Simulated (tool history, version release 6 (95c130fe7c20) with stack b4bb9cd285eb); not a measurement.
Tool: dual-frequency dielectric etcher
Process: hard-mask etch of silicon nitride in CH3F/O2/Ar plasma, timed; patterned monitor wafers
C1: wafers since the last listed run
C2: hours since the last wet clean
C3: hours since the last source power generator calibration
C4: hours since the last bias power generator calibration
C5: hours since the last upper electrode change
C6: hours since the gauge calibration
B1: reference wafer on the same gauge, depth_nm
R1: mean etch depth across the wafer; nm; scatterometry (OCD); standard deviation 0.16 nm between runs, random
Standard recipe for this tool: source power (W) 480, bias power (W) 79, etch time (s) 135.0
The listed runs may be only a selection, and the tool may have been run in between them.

Run 1, day 0.000: usual settings; C1 0; C2 158.8; C3 2858.2; C4 2380.6; C5 1998.4; C6 315.7; B1 112. Result: R1 105.1 nm.
Run 2, day 2.808: usual settings; C1 456; C2 226.2; C3 2925.6; C4 2448.0; C5 2065.8; C6 383.1; B1 112. Result: R1 105.0 nm.
Run 3, day 4.638: usual settings; C1 297; C2 270.1; C3 2969.5; C4 2491.9; C5 2109.7; C6 427.0; B1 112. Result: R1 104.8 nm.
Run 4, day 7.279: usual settings; C1 429; C2 333.5; C3 3032.9; C4 2555.3; C5 2173.1; C6 490.4; B1 112. Result: R1 105.1 nm.
Run 5, day 8.738: usual settings but bias power (W) 86; C1 237; C2 368.5; C3 3067.9; C4 2590.3; C5 2208.1; C6 525.4; B1 112. Result: R1 108.4 nm.
At day 10.075: upper electrode replaced.
Run 6, day 11.408: usual settings but bias power (W) 86; C1 271; C2 432.6; C3 3132.0; C4 2654.4; C5 32.0; C6 589.5; B1 112. Result: R1 108.5 nm.
At day 11.650: bias power generator calibrated.
Run 7, day 13.333: usual settings; C1 285; C2 478.8; C3 3178.2; C4 40.4; C5 78.2; C6 635.7; B1 112. Result: R1 105.3 nm.
At day 14.721: source power generator calibrated.
Run 8, day 14.742: usual settings but bias power (W) 70; C1 201; C2 512.6; C3 0.5; C4 74.2; C5 112.0; C6 669.5; B1 112. Result: R1 101.1 nm.
At day 15.662: gauge calibrated.
Run 9, day 16.412: usual settings but source power (W) 390, bias power (W) 87; C1 271; C2 552.7; C3 40.6; C4 114.3; C5 152.1; C6 18.0; B1 112. Result: R1 104.8 nm.
At day 17.617: wet clean of the chamber.
Run 10, day 18.392: usual settings but source power (W) 590, bias power (W) 73; C1 159; C2 18.6; C3 88.1; C4 161.8; C5 199.6; C6 65.5; B1 112. Result: R1 106.9 nm.
Run 11, day 21.021: usual settings but source power (W) 590, bias power (W) 85, etch time (s) 123.5; C1 427; C2 81.7; C3 151.2; C4 224.9; C5 262.7; C6 128.6; B1 112. Result: R1 103.1 nm.
Run 12, day 22.808: usual settings but source power (W) 590, bias power (W) 85, etch time (s) 123.5; C1 290; C2 124.6; C3 194.1; C4 267.8; C5 305.6; C6 171.5; B1 112. Result: R1 103.2 nm.
Run 13, day 25.100: usual settings; C1 372; C2 179.6; C3 249.1; C4 322.8; C5 360.6; C6 226.5; B1 112. Result: R1 104.9 nm.
Run 14, day 27.942: usual settings but source power (W) 570, etch time (s) 146.0; C1 462; C2 247.8; C3 317.3; C4 391.0; C5 428.8; C6 294.7; B1 112. Result: R1 118.6 nm.

Below are 3 alternative next runs, each starting from the tool's condition after run 14. Predict each:
Run A, day 27.962: usual settings but source power (W) 450; C1 3; C2 248.3; C3 317.8; C4 391.5; C5 429.3; C6 295.2; B1 ?. Result: R1 ?.
Run B, day 27.962: usual settings but source power (W) 380, bias power (W) 87, etch time (s) 105.5; C1 3; C2 248.3; C3 317.8; C4 391.5; C5 429.3; C6 295.2; B1 ?. Result: R1 ?.
Run C, day 27.962: usual settings but bias power (W) 85; C1 3; C2 248.3; C3 317.8; C4 391.5; C5 429.3; C6 295.2; B1 ?. Result: R1 ?.

run   B1     R1
  A  112  103.4
  B  112   80.6
  C  112  107.5
What these runs would have given with no unlogged condition in the tool:
run     R1
  A  102.5
  B   80.0
  C  106.7

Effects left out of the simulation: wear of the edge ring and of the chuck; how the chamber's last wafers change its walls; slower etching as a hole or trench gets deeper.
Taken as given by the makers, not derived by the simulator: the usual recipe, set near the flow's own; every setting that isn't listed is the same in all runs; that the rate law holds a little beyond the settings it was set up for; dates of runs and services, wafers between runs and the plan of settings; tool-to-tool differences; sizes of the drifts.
